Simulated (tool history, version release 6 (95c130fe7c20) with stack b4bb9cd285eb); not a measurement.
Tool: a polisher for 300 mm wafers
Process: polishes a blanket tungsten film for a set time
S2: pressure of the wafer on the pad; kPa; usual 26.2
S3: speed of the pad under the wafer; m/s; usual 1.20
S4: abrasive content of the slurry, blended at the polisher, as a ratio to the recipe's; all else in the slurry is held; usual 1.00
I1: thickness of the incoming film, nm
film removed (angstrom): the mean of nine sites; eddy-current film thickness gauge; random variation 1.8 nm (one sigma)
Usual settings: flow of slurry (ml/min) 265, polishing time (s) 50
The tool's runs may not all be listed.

{"run": 1, "day": 0.0, "flow of slurry (ml/min)": 265, "S2": 26.2, "S3": 1.2, "S4": 1.0, "polishing time (s)": 50, "I1": 831.8, "film removed (angstrom)": 2313}
{"run": 2, "day": 0.783, "flow of slurry (ml/min)": 265, "S2": 26.2, "S3": 1.2, "S4": 1.0, "polishing time (s)": 50, "I1": 833.0, "film removed (angstrom)": 2347}
{"run": 3, "day": 1.733, "flow of slurry (ml/min)": 265, "S2": 26.2, "S3": 1.2, "S4": 1.0, "polishing time (s)": 50, "I1": 820.4, "film removed (angstrom)": 2447}
{"run": 4, "day": 4.296, "flow of slurry (ml/min)": 265, "S2": 26.2, "S3": 1.2, "S4": 1.0, "polishing time (s)": 50, "I1": 845.3, "film removed (angstrom)": 2396}
{"run": 5, "day": 4.812, "flow of slurry (ml/min)": 200, "S2": 26.2, "S3": 1.2, "S4": 1.0, "polishing time (s)": 50, "I1": 831.8, "film removed (angstrom)": 2336}
{"run": 6, "day": 5.971, "flow of slurry (ml/min)": 200, "S2": 26.2, "S3": 1.2, "S4": 1.0, "polishing time (s)": 50, "I1": 838.8, "film removed (angstrom)": 2324}
{"run": 7, "day": 7.062, "flow of slurry (ml/min)": 200, "S2": 26.2, "S3": 1.2, "S4": 1.0, "polishing time (s)": 50, "I1": 829.7, "film removed (angstrom)": 2319}
{"run": 8, "day": 8.388, "flow of slurry (ml/min)": 265, "S2": 26.2, "S3": 1.36, "S4": 1.25, "polishing time (s)": 50, "I1": 829.9, "film removed (angstrom)": 2752}
{"run": 9, "day": 9.729, "flow of slurry (ml/min)": 265, "S2": 26.2, "S3": 1.2, "S4": 1.0, "polishing time (s)": 50, "I1": 824.6, "film removed (angstrom)": 2364}
{"run": 10, "day": 10.533, "flow of slurry (ml/min)": 265, "S2": 26.2, "S3": 1.2, "S4": 1.0, "polishing time (s)": 50, "I1": 832.8, "film removed (angstrom)": 2334}
{"run": 11, "day": 11.912, "flow of slurry (ml/min)": 265, "S2": 26.2, "S3": 1.2, "S4": 1.0, "polishing time (s)": 50, "I1": 827.0, "film removed (angstrom)": 2434}
{"run": 12, "day": 13.108, "flow of slurry (ml/min)": 265, "S2": 22.1, "S3": 1.5, "S4": 1.0, "polishing time (s)": 50, "I1": 821.5, "film removed (angstrom)": 2536}
{"run": 13, "day": 16.838, "flow of slurry (ml/min)": 265, "S2": 26.2, "S3": 1.34, "S4": 0.9, "polishing time (s)": 50, "I1": 830.4, "film removed (angstrom)": 2617}
{"run": 14, "day": 18.038, "flow of slurry (ml/min)": 315, "S2": 26.2, "S3": 1.2, "S4": 1.0, "polishing time (s)": 50, "I1": 829.0, "film removed (angstrom)": 2411}
{"run": 15, "day": 19.358, "flow of slurry (ml/min)": 305, "S2": 26.2, "S3": 1.2, "S4": 1.0, "polishing time (s)": 59, "I1": 833.9, "film removed (angstrom)": 2786}
{"run": 16, "day": 20.242, "flow of slurry (ml/min)": 265, "S2": 26.2, "S3": 1.2, "S4": 1.25, "polishing time (s)": 50, "I1": 836.8, "film removed (angstrom)": 2517}
{"run": 17, "day": 22.554, "flow of slurry (ml/min)": 265, "S2": 26.2, "S3": 1.2, "S4": 1.0, "polishing time (s)": 50, "I1": 840.1, "film removed (angstrom)": 2415}
{"run": 18, "day": 23.812, "flow of slurry (ml/min)": 265, "S2": 26.2, "S3": 1.2, "S4": 1.0, "polishing time (s)": 50, "I1": 837.8, "film removed (angstrom)": 2399}
{"run": 19, "day": 24.375, "flow of slurry (ml/min)": 200, "S2": 26.2, "S3": 1.2, "S4": 1.0, "polishing time (s)": 50, "I1": 819.1, "film removed (angstrom)": 2313}
{"run": 20, "day": 25.075, "flow of slurry (ml/min)": 265, "S2": 29.0, "S3": 1.2, "S4": 1.0, "polishing time (s)": 50, "I1": 824.6, "film removed (angstrom)": 2638}
{"run": 21, "day": 25.6, "flow of slurry (ml/min)": 265, "S2": 26.2, "S3": 1.2, "S4": 1.0, "polishing time (s)": 50, "I1": 831.6, "film removed (angstrom)": 2363}
{"run": 22, "day": 26.862, "flow of slurry (ml/min)": 185, "S2": 17.9, "S3": 1.2, "S4": 1.0, "polishing time (s)": 50, "I1": 840.0, "film removed (angstrom)": 1546}
{"run": 23, "day": 27.588, "flow of slurry (ml/min)": 265, "S2": 26.2, "S3": 1.2, "S4": 1.0, "polishing time (s)": 50, "I1": 831.5, "film removed (angstrom)": 2320}
{"run": 24, "day": 28.667, "flow of slurry (ml/min)": 265, "S2": 34.5, "S3": 1.2, "S4": 1.0, "polishing time (s)": 34, "I1": 827.9, "film removed (angstrom)": 2070}
{"run": 25, "day": 29.833, "flow of slurry (ml/min)": 215, "S2": 33.8, "S3": 1.02, "S4": 1.0, "polishing time (s)": 50, "I1": 837.5, "film removed (angstrom)": 2614}
{"run": 26, "day": 31.104, "flow of slurry (ml/min)": 265, "S2": 26.2, "S3": 0.86, "S4": 1.0, "polishing time (s)": 50, "I1": 828.3, "film removed (angstrom)": 1700}
{"run": 27, "day": 32.117, "flow of slurry (ml/min)": 180, "S2": 26.2, "S3": 1.54, "S4": 0.7, "polishing time (s)": 39, "I1": 831.4, "film removed (angstrom)": 2186}

Taken out of this log: 13 entries between the listed runs. Where each belongs, and how the hidden state differs across it:
Between runs 2 and 3: slurry tank refilled with fresh slurry and peroxide (day 1.621)
  peroxide lost from the slurry, %: 11.6 -> 0.347
  measured less the result without the state, film removed (angstrom): -114 -> -3
Between runs 3 and 4: slurry blender recalibrated (day 2.229)
  peroxide lost from the slurry, %: 0.347 -> 3.59
  measured less the result without the state, film removed (angstrom): -3 -> -34
Between runs 5 and 6: worn pad replaced by a new one (day 5.371)
  peroxide lost from the slurry, %: 4.25 -> 5.72
  measured less the result without the state, film removed (angstrom): -39 -> -53
Between runs 10 and 11: slurry blender recalibrated (day 10.929); slurry tank refilled with fresh slurry and peroxide (day 11.608)
  peroxide lost from the slurry, %: 11.5 -> 1.08
  measured less the result without the state, film removed (angstrom): -112 -> -10
Between runs 12 and 13: worn pad replaced by a new one (day 13.417); head pressure recalibrated (day 14.129)
  peroxide lost from the slurry, %: 2.6 -> 7.32
  measured less the result without the state, film removed (angstrom): -26 -> -77
Between runs 15 and 16: slurry tank refilled with fresh slurry and peroxide (day 20.071)
  peroxide lost from the slurry, %: 10.5 -> 0.743
  measured less the result without the state, film removed (angstrom): -121 -> -7
Between runs 16 and 17: slurry blender recalibrated (day 20.812); slurry nozzle cleaned (day 22.288)
  peroxide lost from the slurry, %: 0.743 -> 3.67
  measured less the result without the state, film removed (angstrom): -7 -> -35
Between runs 17 and 18: worn pad replaced by a new one (day 23.038)
  peroxide lost from the slurry, %: 3.67 -> 5.27
  measured less the result without the state, film removed (angstrom): -35 -> -50
Between runs 24 and 25: slurry tank refilled with fresh slurry and peroxide (day 28.712)
  peroxide lost from the slurry, %: 11.4 -> 1.89
  measured less the result without the state, film removed (angstrom): -99 -> -19
Between runs 25 and 26: slurry blender recalibrated (day 30.200)
  peroxide lost from the slurry, %: 1.89 -> 3.5
  measured less the result without the state, film removed (angstrom): -19 -> -24
